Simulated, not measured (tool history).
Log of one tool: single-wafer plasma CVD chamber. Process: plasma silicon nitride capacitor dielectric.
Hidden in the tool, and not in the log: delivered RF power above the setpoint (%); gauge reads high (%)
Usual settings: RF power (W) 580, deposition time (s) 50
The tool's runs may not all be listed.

run   hour  RF power (W)  deposition time (s)  wafers since the last listed run  hours since the last RF generator calibration  hours since the showerhead was replaced  hours since the gauge calibration  read-back reference wafer on the same gauge, thickness_nm  mean film thickness on the monitor wafer (Å)
  1      0           580                 43.5                                 0                                         1054.1                                   6452.6                               44.6                                                     93.079                                        734.81
  2   15.8           580                 43.5                               187                                         1069.9                                   6468.4                               60.4                                                      93.07                                        734.92
  3   27.1           580                   50                               134                                         1081.2                                   6479.7                               71.7                                                     93.095                                         845.4
  4   44.7           580                   50                               208                                         1098.8                                   6497.3                               89.3                                                     93.037                                        845.29
  5   51.7           580                   50                                83                                         1105.8                                   6504.3                               96.3                                                     93.053                                        844.23
  6   58.3           580                   50                                78                                         1112.4                                   6510.9                              102.9                                                     93.061                                        843.83
  7   71.3           580                   50                               154                                         1125.4                                   6523.9                              115.9                                                     93.067                                        846.84
  8   95.8           580                 57.2                               290                                         1149.9                                   6548.4                              140.4                                                     93.056                                        969.76
  9  105.3           580                 57.2                               112                                         1159.4                                   6557.9                              149.9                                                     93.122                                        962.89
 10  118.7           580                 57.2                               159                                         1172.8                                   6571.3                              163.3                                                     93.105                                        968.18
     131.3  -- RF generator calibrated
 11  131.8           580                   50                                60                                            0.5                                   6584.4                              176.4                                                     93.118                                        833.69
 12  145.6           580                   50                               163                                           14.3                                   6598.2                              190.2                                                     93.097                                        835.61
 13  194.5           580                   50                               580                                           63.2                                   6647.1                              239.1                                                     93.076                                         832.9
 14  203.6           555                   50                               108                                           72.3                                   6656.2                              248.2                                                     93.039                                         817.8
     217.2  -- RF generator calibrated, repeated, since the last time left the tool worse
 15  217.7           520                 43.8                                72                                            0.5                                   6670.3                              262.3                                                     93.164                                        729.68
 16  233.5           580                   60                               187                                           16.3                                   6686.1                              278.1                                                     93.084                                       1029.67
 17  245.4           580                   50                               141                                           28.2                                     6698                                290                                                     93.107                                         860.3
 18    260           580                 46.9                               173                                           42.8                                   6712.6                              304.6                                                      93.15                                        806.13
     268.3  -- showerhead replaced
     274.8  -- gauge calibrated
 19  276.2           500                 41.6                                97                                             59                                      7.9                                1.4                                                     93.069                                        680.99
 20  282.8           480                 40.7                                78                                           65.6                                     14.5                                  8                                                     93.143                                        657.58
 21  294.6           650                   50                               140                                           77.4                                     26.3                               19.8                                                     93.088                                        889.89
 22  305.3           510                   44                               127                                           88.1                                       37                               30.5                                                     93.092                                        723.95
 23  319.9           580                 53.3                               173                                          102.7                                     51.6                               45.1                                                     93.114                                        913.75
 24  326.6           670                 43.2                                79                                          109.4                                     58.3                               51.8                                                     93.029                                        775.21
 25  334.9           580                   45                                98                                          117.7                                     66.6                               60.1                                                     93.086                                        770.49
 26  347.7           580                   50                               151                                          130.5                                     79.4                               72.9                                                     93.022                                        853.32
 27  359.2           655                 42.6                               136                                            142                                     90.9                               84.4                                                     93.115                                        758.22
 28    366           655                 42.6                                80                                          148.8                                     97.7                               91.2                                                     93.084                                        758.71
 29  384.1           580                   50                               214                                          166.9                                    115.8                              109.3                                                     93.142                                        853.13

Forecast each of these 4 alternatives for the next run:
  A  384.5           580                 40.1                                 4                                          167.3                                    116.2                              109.7                                                          ?                                             ?
  B  384.5           615                 45.4                                 4                                          167.3                                    116.2                              109.7                                                          ?                                             ?
  C  384.5           690                   50                                 4                                          167.3                                    116.2                              109.7                                                          ?                                             ?
  D  384.5           505                 57.7                                 4                                          167.3                                    116.2                              109.7                                                          ?                                             ?

run  read-back reference wafer on the same gauge, thickness_nm  mean film thickness on the monitor wafer (Å)
  A                                                     93.124                                        687.44
  B                                                     93.124                                        793.07
  C                                                     93.124                                         906.1
  D                                                     93.124                                        945.84
Without the tool's hidden state the same runs would have given:
run  mean film thickness on the monitor wafer (Å)
  A                                        692.54
  B                                        798.96
  C                                        912.82
  D                                        952.86
